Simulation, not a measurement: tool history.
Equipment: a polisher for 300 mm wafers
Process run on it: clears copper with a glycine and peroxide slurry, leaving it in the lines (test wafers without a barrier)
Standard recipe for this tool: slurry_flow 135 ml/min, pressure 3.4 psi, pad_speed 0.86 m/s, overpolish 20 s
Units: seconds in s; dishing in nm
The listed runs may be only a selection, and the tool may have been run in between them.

| run | hour | slurry_flow | pressure | pad_speed | overpolish | wafers since the last listed run | wafers polished on this pad | hours since the slurry nozzle was cleaned | hours since the head pressure was calibrated | incoming thickness of the incoming film, nm | seconds | dishing |
|---|---|---|---|---|---|---|---|---|---|---|---|---|
| 1 | 0 | 135 | 3.4 | 0.86 | 20 | 0 | 6 | 417.4 | 975.1 | 451.7 | 97.2 | 49.4 |
| 2 | 18.9 | 135 | 3.4 | 0.86 | 20 | 179 | 186 | 436.3 | 994 | 454.4 | 96.8 | 47.8 |
| 3 | 31.9 | 135 | 3.4 | 0.86 | 20 | 123 | 310 | 449.3 | 1007 | 457.7 | 99.1 | 50.9 |
| 4 | 58 | 135 | 3.4 | 0.86 | 20 | 248 | 559 | 475.4 | 1033.1 | 462 | 100.1 | 48.5 |
| 5 | 85.6 | 135 | 3.4 | 0.86 | 20 | 262 | 821 | 503 | 1060.7 | 452.5 | 99.8 | 48.1 |
| 6 | 118.9 | 135 | 3.4 | 0.86 | 20 | 317 | 1138 | 536.3 | 1094 | 466.8 | 104.5 | 47.9 |
|  | 133.7 | worn pad replaced by a new one |
| 7 | 140.1 | 135 | 3.4 | 0.86 | 20 | 163 | 61 | 557.5 | 1115.2 | 453.4 | 98 | 48.5 |
| 8 | 173.1 | 150 | 3.4 | 0.86 | 20 | 314 | 375 | 590.5 | 1148.2 | 458.4 | 96.4 | 50.8 |
|  | 195.5 | slurry nozzle cleaned |
| 9 | 197.3 | 135 | 3.4 | 0.86 | 20 | 220 | 596 | 1.8 | 1172.4 | 457.5 | 100.5 | 48.9 |
| 10 | 211 | 135 | 2.2 | 0.68 | 20 | 130 | 726 | 15.5 | 1186.1 | 455.5 | 148.8 | 34.8 |

What will run 11 give?
|  | 214.9 | head pressure recalibrated |
| 11 | 239.4 | 145 | 3.1 | 0.66 | 14 | 251 | 978 | 43.9 | 24.5 | 461.2 | ? | ? |

Logged for run 11: seconds 130.9 s, dishing 31 nm.
Were there no unlogged condition in the tool, this run, its random variation unchanged, would have produced seconds 124.6 s, dishing 32.3 nm.
